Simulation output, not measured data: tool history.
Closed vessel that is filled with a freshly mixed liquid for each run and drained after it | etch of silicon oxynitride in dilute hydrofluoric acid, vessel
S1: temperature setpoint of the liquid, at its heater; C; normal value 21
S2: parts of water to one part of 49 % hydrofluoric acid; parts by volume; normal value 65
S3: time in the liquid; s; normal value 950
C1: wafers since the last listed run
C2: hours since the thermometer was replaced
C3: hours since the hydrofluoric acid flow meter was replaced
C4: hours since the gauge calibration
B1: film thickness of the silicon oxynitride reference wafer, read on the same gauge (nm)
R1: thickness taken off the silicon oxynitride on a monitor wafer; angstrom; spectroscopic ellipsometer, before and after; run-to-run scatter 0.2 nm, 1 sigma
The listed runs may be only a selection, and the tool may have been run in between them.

run    day    S1  S2    S3    C1     C2      C3     C4     B1     R1
  1      0  19.5  65   950     0  830.9  1597.2  457.6  40.03  449.6
  2  0.433  19.5  65   950   767  841.3  1607.6    468  39.99  450.7
  3  1.104  17.5  65   950  1187  857.4  1623.7  484.1  40.01  406.1
  4  1.583  17.5  65   950   848  868.9  1635.2  495.6  40.01  407.6
  5  2.008  17.5  65   950   752  879.1  1645.4  505.8  39.99    404
  6  2.492  22.5  65   710   855  890.7    1657  517.4  40.04  391.2
  7  2.783    21  65  1385   516  897.7    1664  524.4  39.98  708.8
  8  3.146    21  65   630   641  906.4  1672.7  533.1  40.01  321.2
  9  3.675    21  65   630   936  919.1  1685.4  545.8     40  321.6
 10    4.1    21  65   490   752  929.3  1695.6    556     40  250.1
 11  4.433    21  65   950   590  937.3  1703.6    564  39.99  484.9
 12  5.088  22.5  65   950  1158    953  1719.3  579.7  39.98    523
     5.383  -- gauge calibrated
 13  5.738    25  90  1475  1150  968.6  1734.9    8.5  40.03  646.4
 14  6.208  19.5  65   950   833  979.9  1746.2   19.8  39.99  446.3
 15  6.471    18  40   635   464  986.2  1752.5   26.1  39.98  453.7
 16  6.892    21  45  1255   745  996.3  1762.6   36.2  39.96  937.9
 17  7.212    21  65   950   568   1004  1770.3   43.9     40  483.2

Estimate the outcome of run 18 from the log above:
 18  7.85  17  90  1415  1128  1019.3  1785.6  59.2   ?   ?

B1: 40.01
R1: 419.1 angstrom
The same run, on a tool lacking any hidden state, would have yielded R1 411.1 angstrom.
